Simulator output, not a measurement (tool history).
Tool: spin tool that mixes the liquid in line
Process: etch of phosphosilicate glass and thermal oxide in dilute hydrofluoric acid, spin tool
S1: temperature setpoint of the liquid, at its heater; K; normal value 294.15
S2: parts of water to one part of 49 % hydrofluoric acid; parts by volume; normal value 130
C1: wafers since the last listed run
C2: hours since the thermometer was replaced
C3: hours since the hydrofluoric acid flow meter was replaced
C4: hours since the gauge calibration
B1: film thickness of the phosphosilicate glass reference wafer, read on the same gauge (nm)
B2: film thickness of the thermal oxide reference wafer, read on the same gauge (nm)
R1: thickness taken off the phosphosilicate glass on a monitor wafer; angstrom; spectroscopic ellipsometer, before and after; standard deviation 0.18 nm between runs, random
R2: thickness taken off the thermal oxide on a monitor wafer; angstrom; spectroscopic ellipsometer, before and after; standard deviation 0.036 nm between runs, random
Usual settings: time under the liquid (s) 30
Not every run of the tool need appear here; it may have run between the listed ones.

{"run": 1, "hour": 0.0, "S1": 294.15, "S2": 130, "time under the liquid (s)": 35, "C1": 0, "C2": 75.8, "C3": 1717.2, "C4": 1122.9, "B1": 50.0, "B2": 60.016, "R1": 248.9, "R2": 11.39}
{"run": 2, "hour": 33.5, "S1": 294.15, "S2": 130, "time under the liquid (s)": 35, "C1": 341, "C2": 109.3, "C3": 1750.7, "C4": 1156.4, "B1": 50.03, "B2": 59.994, "R1": 248.4, "R2": 12.3}
{"run": 3, "hour": 60.5, "S1": 294.15, "S2": 130, "time under the liquid (s)": 35, "C1": 275, "C2": 136.3, "C3": 1777.7, "C4": 1183.4, "B1": 49.99, "B2": 59.975, "R1": 246.3, "R2": 12.3}
{"hour": 72.6, "done": "hydrofluoric acid flow meter replaced"}
{"run": 4, "hour": 77.6, "S1": 294.15, "S2": 130, "time under the liquid (s)": 45, "C1": 164, "C2": 153.4, "C3": 5.0, "C4": 1200.5, "B1": 49.99, "B2": 59.992, "R1": 342.7, "R2": 16.74}
{"run": 5, "hour": 111.0, "S1": 296.15, "S2": 175, "time under the liquid (s)": 40, "C1": 340, "C2": 186.8, "C3": 38.4, "C4": 1233.9, "B1": 50.01, "B2": 60.003, "R1": 230.9, "R2": 10.94}
{"run": 6, "hour": 127.4, "S1": 296.65, "S2": 145, "time under the liquid (s)": 50, "C1": 167, "C2": 203.2, "C3": 54.8, "C4": 1250.3, "B1": 50.04, "B2": 60.016, "R1": 378.6, "R2": 17.71}
{"hour": 133.6, "done": "gauge calibrated"}
{"run": 7, "hour": 159.7, "S1": 290.15, "S2": 160, "time under the liquid (s)": 30, "C1": 329, "C2": 235.5, "C3": 87.1, "C4": 26.1, "B1": 50.05, "B2": 59.978, "R1": 154.8, "R2": 7.18}
{"run": 8, "hour": 173.1, "S1": 294.15, "S2": 130, "time under the liquid (s)": 30, "C1": 136, "C2": 248.9, "C3": 100.5, "C4": 39.5, "B1": 50.01, "B2": 60.007, "R1": 230.2, "R2": 10.18}
{"run": 9, "hour": 187.8, "S1": 294.15, "S2": 130, "time under the liquid (s)": 30, "C1": 149, "C2": 263.6, "C3": 115.2, "C4": 54.2, "B1": 49.96, "B2": 60.017, "R1": 229.3, "R2": 10.79}
{"run": 10, "hour": 217.6, "S1": 297.65, "S2": 70, "time under the liquid (s)": 30, "C1": 304, "C2": 293.4, "C3": 145.0, "C4": 84.0, "B1": 50.02, "B2": 59.988, "R1": 521.5, "R2": 25.52}
{"run": 11, "hour": 235.2, "S1": 297.65, "S2": 110, "time under the liquid (s)": 20, "C1": 179, "C2": 311.0, "C3": 162.6, "C4": 101.6, "B1": 49.99, "B2": 59.98, "R1": 216.9, "R2": 9.9}
{"run": 12, "hour": 300.7, "S1": 297.65, "S2": 110, "time under the liquid (s)": 20, "C1": 668, "C2": 376.5, "C3": 228.1, "C4": 167.1, "B1": 50.0, "B2": 59.987, "R1": 212.5, "R2": 10.35}
{"run": 13, "hour": 323.1, "S1": 294.15, "S2": 170, "time under the liquid (s)": 30, "C1": 228, "C2": 398.9, "C3": 250.5, "C4": 189.5, "B1": 50.03, "B2": 60.005, "R1": 170.4, "R2": 8.08}
{"run": 14, "hour": 353.3, "S1": 291.65, "S2": 145, "time under the liquid (s)": 50, "C1": 308, "C2": 429.1, "C3": 280.7, "C4": 219.7, "B1": 50.01, "B2": 59.997, "R1": 307.7, "R2": 14.8}
{"hour": 365.2, "done": "hydrofluoric acid flow meter replaced, repeated, since the last time left the tool worse"}
{"run": 15, "hour": 386.0, "S1": 294.15, "S2": 130, "time under the liquid (s)": 40, "C1": 323, "C2": 461.8, "C3": 20.8, "C4": 252.4, "B1": 50.02, "B2": 60.004, "R1": 263.5, "R2": 11.89}
{"run": 16, "hour": 420.4, "S1": 294.15, "S2": 190, "time under the liquid (s)": 45, "C1": 350, "C2": 496.2, "C3": 55.2, "C4": 286.8, "B1": 50.01, "B2": 59.989, "R1": 191.3, "R2": 9.69}
{"run": 17, "hour": 443.1, "S1": 294.15, "S2": 130, "time under the liquid (s)": 30, "C1": 231, "C2": 518.9, "C3": 77.9, "C4": 309.5, "B1": 49.99, "B2": 60.001, "R1": 199.7, "R2": 9.96}
{"run": 18, "hour": 466.7, "S1": 294.15, "S2": 150, "time under the liquid (s)": 40, "C1": 240, "C2": 542.5, "C3": 101.5, "C4": 333.1, "B1": 49.98, "B2": 60.009, "R1": 223.6, "R2": 10.94}
{"run": 19, "hour": 483.3, "S1": 294.15, "S2": 130, "time under the liquid (s)": 15, "C1": 169, "C2": 559.1, "C3": 118.1, "C4": 349.7, "B1": 50.0, "B2": 60.017, "R1": 101.8, "R2": 4.84}
{"run": 20, "hour": 515.8, "S1": 290.65, "S2": 85, "time under the liquid (s)": 30, "C1": 331, "C2": 591.6, "C3": 150.6, "C4": 382.2, "B1": 50.01, "B2": 60.005, "R1": 278.8, "R2": 13.61}
{"run": 21, "hour": 548.0, "S1": 295.65, "S2": 170, "time under the liquid (s)": 40, "C1": 328, "C2": 623.8, "C3": 182.8, "C4": 414.4, "B1": 49.99, "B2": 60.0, "R1": 210.4, "R2": 10.16}
{"run": 22, "hour": 582.5, "S1": 294.15, "S2": 185, "time under the liquid (s)": 30, "C1": 351, "C2": 658.3, "C3": 217.3, "C4": 448.9, "B1": 49.98, "B2": 59.99, "R1": 132.0, "R2": 6.0}
{"run": 23, "hour": 615.8, "S1": 296.15, "S2": 150, "time under the liquid (s)": 20, "C1": 339, "C2": 691.6, "C3": 250.6, "C4": 482.2, "B1": 49.95, "B2": 60.014, "R1": 122.7, "R2": 5.89}
{"run": 24, "hour": 641.9, "S1": 290.65, "S2": 185, "time under the liquid (s)": 30, "C1": 266, "C2": 717.7, "C3": 276.7, "C4": 508.3, "B1": 49.99, "B2": 60.01, "R1": 115.3, "R2": 5.58}
{"run": 25, "hour": 669.5, "S1": 294.15, "S2": 155, "time under the liquid (s)": 45, "C1": 281, "C2": 745.3, "C3": 304.3, "C4": 535.9, "B1": 50.03, "B2": 60.002, "R1": 246.2, "R2": 12.13}
{"run": 26, "hour": 688.5, "S1": 294.15, "S2": 160, "time under the liquid (s)": 30, "C1": 193, "C2": 764.3, "C3": 323.3, "C4": 554.9, "B1": 49.99, "B2": 59.993, "R1": 159.7, "R2": 7.35}

Predict each of these 4 candidate next runs independently; none follows another, all start after run 26:
{"run": "A", "hour": 688.9, "S1": 294.15, "S2": 130, "time under the liquid (s)": 30, "C1": 4, "C2": 764.7, "C3": 323.7, "C4": 555.3, "B1": "?", "B2": "?", "R1": "?", "R2": "?"}
{"run": "B", "hour": 688.9, "S1": 292.15, "S2": 130, "time under the liquid (s)": 30, "C1": 4, "C2": 764.7, "C3": 323.7, "C4": 555.3, "B1": "?", "B2": "?", "R1": "?", "R2": "?"}
{"run": "C", "hour": 688.9, "S1": 290.65, "S2": 185, "time under the liquid (s)": 45, "C1": 4, "C2": 764.7, "C3": 323.7, "C4": 555.3, "B1": "?", "B2": "?", "R1": "?", "R2": "?"}
{"run": "D", "hour": 688.9, "S1": 290.65, "S2": 85, "time under the liquid (s)": 50, "C1": 4, "C2": 764.7, "C3": 323.7, "C4": 555.3, "B1": "?", "B2": "?", "R1": "?", "R2": "?"}

run=A B1=50.03 B2=60.005 R1=200.2 R2=9.04
run=B B1=50.03 B2=60.005 R1=184.7 R2=8.34
run=C B1=50.03 B2=60.005 R1=173.7 R2=7.84
run=D B1=50.03 B2=60.005 R1=463.4 R2=20.92
With no hidden state in the tool, these same runs would have given:
run=A R1=194.2 R2=8.76
run=B R1=179.1 R2=8.09
run=C R1=168.3 R2=7.60
run=D R1=450.0 R2=20.31
